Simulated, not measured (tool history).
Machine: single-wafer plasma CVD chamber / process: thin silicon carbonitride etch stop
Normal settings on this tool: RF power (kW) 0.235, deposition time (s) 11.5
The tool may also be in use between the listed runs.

run	hour	RF power (kW)	deposition time (s)	read-back reference wafer on the same gauge, thickness_nm	mean film thickness on the monitor wafer (nm)
1	0	0.235	12.2	5.64	6.97
2	16.6	0.235	12.2	5.639	6.969
3	25.1	0.235	13	5.64	7.413
4	38.5	0.235	11.5	5.639	6.563
5	48.8	0.25	11.5	5.642	6.696
6	82.5	0.235	11.5	5.638	6.552
7	99.4	0.235	11.5	5.64	6.536
8	112.5	0.235	11.5	5.642	6.532
9	120.7	0.235	11.5	5.638	6.559
# hour 142.1: RF generator calibrated
10	142.6	0.235	11.5	5.64	6.735
11	148.1	0.235	13.3	5.639	7.775
12	164.9	0.235	13.3	5.644	7.794
13	174.1	0.235	13.3	5.639	7.799
14	184.3	0.275	9.5	5.641	5.854
15	193	0.2	13	5.638	7.201
16	200.7	0.235	10.1	5.64	5.921
17	213.2	0.235	11.5	5.643	6.718
18	230.7	0.21	12.9	5.637	7.248
19	243.6	0.215	13	5.64	7.371
20	260.2	0.275	13.1	5.641	8.045
# hour 278.9: thermocouple changed; heater temperature recalibrated
21	279.4	0.27	11.5	5.64	7.03
22	284.5	0.265	13.3	5.641	8.049
# hour 293.4: gauge calibrated
23	300.9	0.25	9.3	5.637	5.536
24	314	0.235	11.5	5.641	6.712
# hour 324.5: showerhead replaced
25	325	0.235	11.5	5.64	6.702
26	329.9	0.255	12.3	5.637	7.378
27	342.8	0.215	13.6	5.641	7.686
28	358.2	0.235	11.5	5.636	6.713
29	372.6	0.265	13.1	5.635	7.942
30	390.2	0.215	9.9	5.641	5.603

Predict the results of run 31:
31	403.9	0.235	12.1	?	?

Run 31 yielded read-back reference wafer on the same gauge, thickness_nm 5.64, mean film thickness on the monitor wafer (nm) 7.064.
On a tool with no hidden condition, and with the same random variation, this run would have come out at mean film thickness on the monitor wafer (nm) 7.104.

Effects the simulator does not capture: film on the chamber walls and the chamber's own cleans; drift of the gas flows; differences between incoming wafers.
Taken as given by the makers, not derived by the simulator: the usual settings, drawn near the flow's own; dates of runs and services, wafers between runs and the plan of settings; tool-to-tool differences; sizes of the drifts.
